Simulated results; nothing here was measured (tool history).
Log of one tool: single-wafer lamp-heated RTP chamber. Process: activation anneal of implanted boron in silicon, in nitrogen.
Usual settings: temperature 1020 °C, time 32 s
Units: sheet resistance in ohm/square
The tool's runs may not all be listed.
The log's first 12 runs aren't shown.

run	hour	temperature	time	read-back reference wafer on the same gauge, sheet resistance	sheet resistance
# hour 707.6: pyrometer window cleaned and pyrometer calibrated
13	759.5	1020	32	124.04	120.03
14	809.5	1020	32	124.01	120.24
15	873.8	1020	32	123.91	119.83
# hour 968.2: gauge calibrated
16	976.8	1020	32	124.02	119.74
17	1034.2	1008	32	123.98	120.99
# hour 1066.5: reflector plate cleaned
18	1088.6	1038	32	123.93	119.44
19	1132.0	1020	32	124.05	119.90
# hour 1253.1: pyrometer window cleaned and pyrometer calibrated
20	1295.0	1002	25	124.02	122.62
21	1364.6	1035	32	124.03	118.98
22	1544.0	1003	32	123.98	121.53
23	1597.4	1020	32	123.99	119.42
24	1647.2	1034	49	124.04	118.20
# hour 1669.3: reflector plate cleaned
# hour 1739.5: pyrometer window cleaned and pyrometer calibrated
25	1740.0	1020	32	123.98	120.27
26	1774.1	1030	48	123.95	119.04
27	1874.6	1020	32	123.95	120.44
28	1913.7	1044	47	123.93	118.06
29	1977.2	1047	16	123.99	118.96
30	2080.5	992	24	123.94	124.81
31	2128.1	1020	22	123.99	120.22
# hour 2196.1: reflector plate cleaned
# hour 2201.2: pyrometer window cleaned and pyrometer calibrated
32	2205.6	1050	32	124.02	118.81
33	2252.4	1008	27	123.98	121.84
34	2304.3	1020	32	123.90	120.25
35	2353.6	1035	18	124.03	119.50
36	2454.5	1020	32	123.96	119.74

4 ways to go on from here, each from the tool as it stands after run 36. What would each give?
A	2454.9	1020	20	?	?
B	2454.9	1020	41	?	?
C	2454.9	1005	45	?	?
D	2454.9	1047	22	?	?

run	read-back reference wafer on the same gauge, sheet resistance	sheet resistance
A	124.03	120.62
B	124.03	119.70
C	124.03	121.06
D	124.03	119.21
Without the tool's hidden state the same runs would have given:
run	sheet resistance
A	121.02
B	120.03
C	121.66
D	119.32
